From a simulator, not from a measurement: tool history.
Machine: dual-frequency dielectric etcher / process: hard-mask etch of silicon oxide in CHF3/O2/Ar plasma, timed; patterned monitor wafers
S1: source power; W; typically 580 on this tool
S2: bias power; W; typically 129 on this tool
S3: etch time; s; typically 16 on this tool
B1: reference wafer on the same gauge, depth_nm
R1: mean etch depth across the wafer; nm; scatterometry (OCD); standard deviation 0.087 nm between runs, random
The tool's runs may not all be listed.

run 1 hour=0 | S1=580 S2=129 S3=16 | B1=25.91 | R1=26.87
run 2 hour=69.7 | S1=630 S2=129 S3=16 | B1=25.88 | R1=28.22
run 3 hour=139.7 | S1=630 S2=129 S3=16 | B1=25.9 | R1=28.27
run 4 hour=205 | S1=630 S2=129 S3=16 | B1=25.9 | R1=27.98
run 5 hour=247.8 | S1=480 S2=129 S3=13.5 | B1=25.91 | R1=19.71
run 6 hour=303.4 | S1=480 S2=129 S3=13.5 | B1=25.91 | R1=19.59
-- hour=340.8 wet clean of the chamber
run 7 hour=341.6 | S1=480 S2=129 S3=13.5 | B1=25.89 | R1=20.78
run 8 hour=560.5 | S1=580 S2=129 S3=16 | B1=25.9 | R1=27.41
run 9 hour=600.9 | S1=580 S2=129 S3=16 | B1=25.89 | R1=27.27
run 10 hour=651.4 | S1=580 S2=129 S3=16 | B1=25.91 | R1=27.01
run 11 hour=702.1 | S1=580 S2=129 S3=13.5 | B1=25.89 | R1=22.76
run 12 hour=740.9 | S1=580 S2=129 S3=16 | B1=25.89 | R1=27.1
run 13 hour=811.1 | S1=650 S2=98 S3=18.5 | B1=25.91 | R1=30.62
-- hour=861.4 wet clean of the chamber
run 14 hour=887.6 | S1=580 S2=129 S3=16 | B1=25.89 | R1=27.23
run 15 hour=953.2 | S1=490 S2=104 S3=19.5 | B1=25.91 | R1=27.7
run 16 hour=1048.6 | S1=480 S2=151 S3=21 | B1=25.92 | R1=32.84
run 17 hour=1156.3 | S1=580 S2=113 S3=13 | B1=25.9 | R1=20.82
run 18 hour=1226.1 | S1=580 S2=129 S3=16 | B1=25.89 | R1=26.5
-- hour=1234 source power generator calibrated
-- hour=1316.7 wet clean of the chamber
-- hour=1351.5 upper electrode replaced
run 19 hour=1352 | S1=630 S2=108 S3=11 | B1=25.9 | R1=18.88
run 20 hour=1468.7 | S1=650 S2=152 S3=17.5 | B1=25.9 | R1=33.53
run 21 hour=1516.4 | S1=460 S2=160 S3=16 | B1=25.9 | R1=24.72
-- hour=1530.5 bias power generator calibrated
-- hour=1602.6 gauge calibrated
run 22 hour=1622.6 | S1=580 S2=129 S3=16 | B1=25.9 | R1=26.94
run 23 hour=1670.6 | S1=580 S2=129 S3=16 | B1=25.9 | R1=26.61
run 24 hour=1730 | S1=660 S2=129 S3=16 | B1=25.91 | R1=28.87
-- hour=1830 wet clean of the chamber
run 25 hour=1830.5 | S1=580 S2=129 S3=16 | B1=25.9 | R1=27.46
run 26 hour=1901.9 | S1=670 S2=159 S3=14 | B1=25.89 | R1=27.81
run 27 hour=1959.9 | S1=580 S2=129 S3=20.5 | B1=25.9 | R1=34.77
run 28 hour=2249.9 | S1=660 S2=102 S3=11.5 | B1=25.89 | R1=19.24

What was the tool's hidden state at every run in the log?
source power that arrives over what is set, %: 0 at every run
bias power that arrives over what is set, %: 0 at every run
gauge reads high (%): 0 at every run
H1: etch rate over this chamber's usual, %
run=1 H1=-1.99
run=2 H1=-2.53
run=3 H1=-3.07
run=4 H1=-3.58
run=5 H1=-3.91
run=6 H1=-4.34
run=7 H1=0.734
run=8 H1=-0.958
run=9 H1=-1.27
run=10 H1=-1.66
run=11 H1=-2.05
run=12 H1=-2.35
run=13 H1=-2.9
run=14 H1=-0.944
run=15 H1=-1.45
run=16 H1=-2.19
run=17 H1=-3.02
run=18 H1=-3.56
run=19 H1=-0.582
run=20 H1=-1.48
run=21 H1=-1.85
run=22 H1=-2.67
run=23 H1=-3.04
run=24 H1=-3.5
run=25 H1=-0.45
run=26 H1=-1
run=27 H1=-1.45
run=28 H1=-3.69

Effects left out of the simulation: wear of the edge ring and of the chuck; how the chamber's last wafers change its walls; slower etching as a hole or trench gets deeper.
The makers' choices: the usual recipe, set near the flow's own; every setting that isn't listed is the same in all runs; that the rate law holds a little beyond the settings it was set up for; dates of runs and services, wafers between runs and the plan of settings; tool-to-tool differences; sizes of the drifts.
